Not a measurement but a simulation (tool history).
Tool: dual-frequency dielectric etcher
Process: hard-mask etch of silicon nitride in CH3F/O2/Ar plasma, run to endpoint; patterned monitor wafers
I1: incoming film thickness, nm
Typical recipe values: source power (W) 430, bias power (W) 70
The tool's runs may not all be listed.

Run 1, hour 0: usual settings but bias power (W) 57; I1 36.85. Result: endpoint time (s) 63.7.
Run 2, hour 12.4: usual settings but bias power (W) 57; I1 37.14. Result: endpoint time (s) 64.5.
Run 3, hour 21: usual settings but bias power (W) 57; I1 36.93. Result: endpoint time (s) 64.3.
Run 4, hour 36.9: usual settings but source power (W) 360, bias power (W) 63; I1 36.95. Result: endpoint time (s) 62.9.
Run 5, hour 52: usual settings but source power (W) 360, bias power (W) 63; I1 37.19. Result: endpoint time (s) 63.9.
At hour 77.8: wet clean of the chamber.
At hour 79.9: source power generator calibrated.
At hour 80.9: bias power generator calibrated.
At hour 83.3: upper electrode replaced.
Run 6, hour 83.8: usual settings but source power (W) 360, bias power (W) 63; I1 36.61. Result: endpoint time (s) 60.5.
Run 7, hour 84.2: usual settings; I1 36.73. Result: endpoint time (s) 55.1.
Run 8, hour 87.9: usual settings; I1 36.77. Result: endpoint time (s) 55.
Run 9, hour 95.1: usual settings; I1 37.04. Result: endpoint time (s) 55.7.
Run 10, hour 104.9: usual settings; I1 36.96. Result: endpoint time (s) 55.1.
Run 11, hour 113.6: usual settings but source power (W) 380, bias power (W) 85; I1 36.92. Result: endpoint time (s) 51.
Run 12, hour 127.5: usual settings but source power (W) 360, bias power (W) 63; I1 36.63. Result: endpoint time (s) 60.8.
Run 13, hour 139.3: usual settings but bias power (W) 63; I1 37.03. Result: endpoint time (s) 59.1.
Run 14, hour 153.4: usual settings but source power (W) 530, bias power (W) 78; I1 36.97. Result: endpoint time (s) 50.3.
Run 15, hour 168.6: usual settings; I1 36.96. Result: endpoint time (s) 56.1.
Run 16, hour 175: usual settings but source power (W) 330, bias power (W) 84; I1 36.84. Result: endpoint time (s) 53.5.
Run 17, hour 184.3: usual settings but source power (W) 480, bias power (W) 54; I1 36.87. Result: endpoint time (s) 63.
Run 18, hour 196.9: usual settings but source power (W) 540; I1 37.13. Result: endpoint time (s) 53.6.
Run 19, hour 206.8: usual settings but source power (W) 460, bias power (W) 86; I1 37.04. Result: endpoint time (s) 50.
Run 20, hour 220.5: usual settings; I1 37.06. Result: endpoint time (s) 56.1.

What if the next run were any one of these 5? Each begins from the tool's condition after run 20:
Run A, hour 220.9: usual settings; I1 36.87. Result: endpoint time (s) ?.
Run B, hour 220.9: usual settings but source power (W) 340; I1 36.87. Result: endpoint time (s) ?.
Run C, hour 220.9: usual settings but source power (W) 500, bias power (W) 76; I1 36.87. Result: endpoint time (s) ?.
Run D, hour 220.9: usual settings but source power (W) 530, bias power (W) 65; I1 36.87. Result: endpoint time (s) ?.
Run E, hour 220.9: usual settings but source power (W) 360, bias power (W) 76; I1 36.87. Result: endpoint time (s) ?.

run  endpoint time (s)
  A               55.8
  B               58.8
  C               51.6
  D               55.3
  E               55.5
The same runs, with their run-to-run variation unchanged, on a tool lacking any hidden condition would have given:
run  endpoint time (s)
  A               54.5
  B               57.3
  C               50.3
  D               53.9
  E               54.1
